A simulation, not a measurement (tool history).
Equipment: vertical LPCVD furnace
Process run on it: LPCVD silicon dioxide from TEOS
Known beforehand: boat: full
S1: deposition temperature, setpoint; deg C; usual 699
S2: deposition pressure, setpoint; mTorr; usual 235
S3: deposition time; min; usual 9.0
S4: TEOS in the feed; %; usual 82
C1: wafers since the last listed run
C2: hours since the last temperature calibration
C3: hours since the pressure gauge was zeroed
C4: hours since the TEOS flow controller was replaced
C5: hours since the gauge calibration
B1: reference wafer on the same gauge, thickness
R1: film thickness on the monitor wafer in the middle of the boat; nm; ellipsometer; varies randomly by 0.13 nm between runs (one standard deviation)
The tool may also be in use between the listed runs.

Run 1, day 0.000: usual settings; C1 0; C2 3702.3; C3 4280.2; C4 4339.5; C5 375.0; B1 67.70. Result: R1 64.47 nm.
Run 2, day 0.646: usual settings; C1 214; C2 3717.8; C3 4295.7; C4 4355.0; C5 390.5; B1 67.74. Result: R1 63.96 nm.
Run 3, day 2.354: usual settings; C1 567; C2 3758.8; C3 4336.7; C4 4396.0; C5 431.5; B1 67.72. Result: R1 64.43 nm.
Run 4, day 3.096: usual settings; C1 246; C2 3776.6; C3 4354.5; C4 4413.8; C5 449.3; B1 67.74. Result: R1 64.50 nm.
Run 5, day 3.808: usual settings; C1 236; C2 3793.7; C3 4371.6; C4 4430.9; C5 466.4; B1 67.67. Result: R1 64.32 nm.
Run 6, day 4.412: usual settings; C1 200; C2 3808.2; C3 4386.1; C4 4445.4; C5 480.9; B1 67.67. Result: R1 64.50 nm.
Run 7, day 5.092: usual settings; C1 225; C2 3824.5; C3 4402.4; C4 4461.7; C5 497.2; B1 67.68. Result: R1 64.36 nm.
Run 8, day 5.488: usual settings; C1 131; C2 3834.0; C3 4411.9; C4 4471.2; C5 506.7; B1 67.69. Result: R1 64.33 nm.
Run 9, day 6.088: usual settings but S2 190 mTorr; C1 199; C2 3848.4; C3 4426.3; C4 4485.6; C5 521.1; B1 67.69. Result: R1 58.10 nm.
At day 6.458: gauge calibrated.
Run 10, day 6.712: usual settings but S2 190 mTorr; C1 207; C2 3863.4; C3 4441.3; C4 4500.6; C5 6.1; B1 67.72. Result: R1 57.95 nm.
Run 11, day 8.875: usual settings but S2 255 mTorr; C1 718; C2 3915.3; C3 4493.2; C4 4552.5; C5 58.0; B1 67.72. Result: R1 67.38 nm.
Run 12, day 9.429: usual settings but S2 255 mTorr; C1 184; C2 3928.6; C3 4506.5; C4 4565.8; C5 71.3; B1 67.68. Result: R1 67.39 nm.
Run 13, day 9.792: usual settings but S3 10.5 min; C1 120; C2 3937.3; C3 4515.2; C4 4574.5; C5 80.0; B1 67.71. Result: R1 75.57 nm.
At day 11.362: thermocouples replaced and temperature profile calibrated.
Run 14, day 11.383: usual settings but S3 10.5 min; C1 196; C2 0.5; C3 4553.4; C4 4612.7; C5 118.2; B1 67.69. Result: R1 69.96 nm.
Run 15, day 11.588: usual settings but S2 210 mTorr, S3 11.5 min, S4 66 %; C1 67; C2 5.4; C3 4558.3; C4 4617.6; C5 123.1; B1 67.70. Result: R1 64.99 nm.
At day 12.971: pressure gauge zeroed.
Run 16, day 12.992: usual settings but S1 687 deg C, S2 200 mTorr, S3 5.5 min, S4 74 %; C1 134; C2 39.1; C3 0.5; C4 4651.3; C5 156.8; B1 67.67. Result: R1 24.18 nm.
Run 17, day 13.196: usual settings; C1 67; C2 44.0; C3 5.4; C4 4656.2; C5 161.7; B1 67.71. Result: R1 59.91 nm.
Run 18, day 13.404: usual settings but S1 709 deg C, S2 195 mTorr; C1 69; C2 49.0; C3 10.4; C4 4661.2; C5 166.7; B1 67.68. Result: R1 68.94 nm.
Run 19, day 13.850: usual settings but S2 215 mTorr, S4 74 %; C1 148; C2 59.7; C3 21.1; C4 4671.9; C5 177.4; B1 67.68. Result: R1 54.21 nm.
Run 20, day 14.538: usual settings but S2 275 mTorr, S4 71 %; C1 228; C2 76.2; C3 37.6; C4 4688.4; C5 193.9; B1 67.72. Result: R1 60.35 nm.
At day 15.788: TEOS flow controller replaced.
Run 21, day 15.808: usual settings but S1 690 deg C, S3 8.0 min; C1 90; C2 106.7; C3 68.1; C4 0.5; C5 224.4; B1 67.69. Result: R1 43.13 nm.
Run 22, day 16.012: usual settings but S1 693 deg C, S2 180 mTorr; C1 67; C2 111.6; C3 73.0; C4 5.4; C5 229.3; B1 67.71. Result: R1 45.42 nm.
Run 23, day 16.221: usual settings; C1 69; C2 116.6; C3 78.0; C4 10.4; C5 234.3; B1 67.75. Result: R1 59.69 nm.
Run 24, day 16.675: usual settings but S1 709 deg C, S2 195 mTorr; C1 150; C2 127.5; C3 88.9; C4 21.3; C5 245.2; B1 67.71. Result: R1 68.71 nm.
Run 25, day 17.267: usual settings but S2 180 mTorr; C1 196; C2 141.7; C3 103.1; C4 35.5; C5 259.4; B1 67.69. Result: R1 52.73 nm.
Run 26, day 18.017: usual settings but S3 12.5 min, S4 66 %; C1 249; C2 159.7; C3 121.1; C4 53.5; C5 277.4; B1 67.68. Result: R1 74.45 nm.

Predict the results of run 27:
Run 27, day 18.600: usual settings but S1 695 deg C; C1 193; C2 173.7; C3 135.1; C4 67.5; C5 291.4; B1 ?. Result: R1 ?.

For run 27 the tool returned B1 67.70, R1 54.55 nm.
With the hidden condition absent and the run-to-run variation left alone, this run would have shown R1 53.82 nm.
